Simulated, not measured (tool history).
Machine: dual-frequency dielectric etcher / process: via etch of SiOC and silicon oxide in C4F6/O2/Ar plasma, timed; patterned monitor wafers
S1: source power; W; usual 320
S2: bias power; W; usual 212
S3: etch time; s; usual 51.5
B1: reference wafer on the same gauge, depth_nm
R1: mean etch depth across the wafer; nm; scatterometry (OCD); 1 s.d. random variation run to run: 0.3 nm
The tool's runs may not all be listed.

run    hour   S1   S2    S3    B1    R1
  1       0  290  212  51.5  54.8  59.1
  2    56.4  320  212  51.5  54.8  61.7
  3   103.2  320  212  51.5  54.8  61.9
  4   168.9  350  212  51.5  54.8  64.8
      252.1  -- gauge calibrated
  5     336  350  212  51.5  54.8  63.7
  6   405.7  320  212  51.5  54.8  61.6
        433  -- bias power generator calibrated
      444.7  -- upper electrode replaced
      479.1  -- wet clean of the chamber
  7   479.6  320  234  60.5  54.8    74
  8   487.1  260  265    40  54.8  46.6
  9   533.2  320  250  51.5  54.8  65.4
 10   599.5  270  212  45.5  54.8  49.5
 11   661.6  320  212  51.5  54.8  60.5
 12   728.8  360  189    46  54.8  55.1
 13   799.2  320  180  51.5  54.8  57.6
 14     828  320  212  51.5  54.8  60.5
 15   872.1  320  212  51.5  54.8  60.9
 16     905  320  181  51.5  54.8  57.3
 17   962.9  260  212  58.5  54.8  62.9
 18   989.4  320  212  51.5  54.8  60.7
     1036.5  -- wet clean of the chamber
 19  1052.7  320  260    42  54.8    54
 20  1077.1  250  241  51.5  54.8  57.4
 21  1105.1  320  212  51.5  54.8    61
 22  1141.6  320  212  51.5  54.8  61.3
 23  1180.2  390  212    39  54.8  50.8
 24  1223.7  260  265    40  54.9  47.3
 25  1290.1  320  198  51.5  54.8  59.6
 26  1374.7  400  182    38  54.8  47.1
 27    1487  320  212  51.5  54.8  61.4
 28  1548.8  320  227  51.5  54.8  62.8
 29  1577.2  320  212  51.5  54.8  62.1

Branching from run 29: 5 alternative next runs. What would each branch give?
  A  1577.6  320  212  51.5   ?   ?
  B  1577.6  240  262  38.5   ?   ?
  C  1577.6  360  212  47.5   ?   ?
  D  1577.6  320  169  51.5   ?   ?
  E  1577.6  360  212  51.5   ?   ?

run    B1    R1
  A  54.8    61
  B  54.8  43.3
  C  54.8  59.5
  D  54.8  55.8
  E  54.8  64.5
Without the tool's unlogged condition, the same runs would have read:
run    R1
  A  60.2
  B  42.7
  C  58.7
  D  55.1
  E  63.6
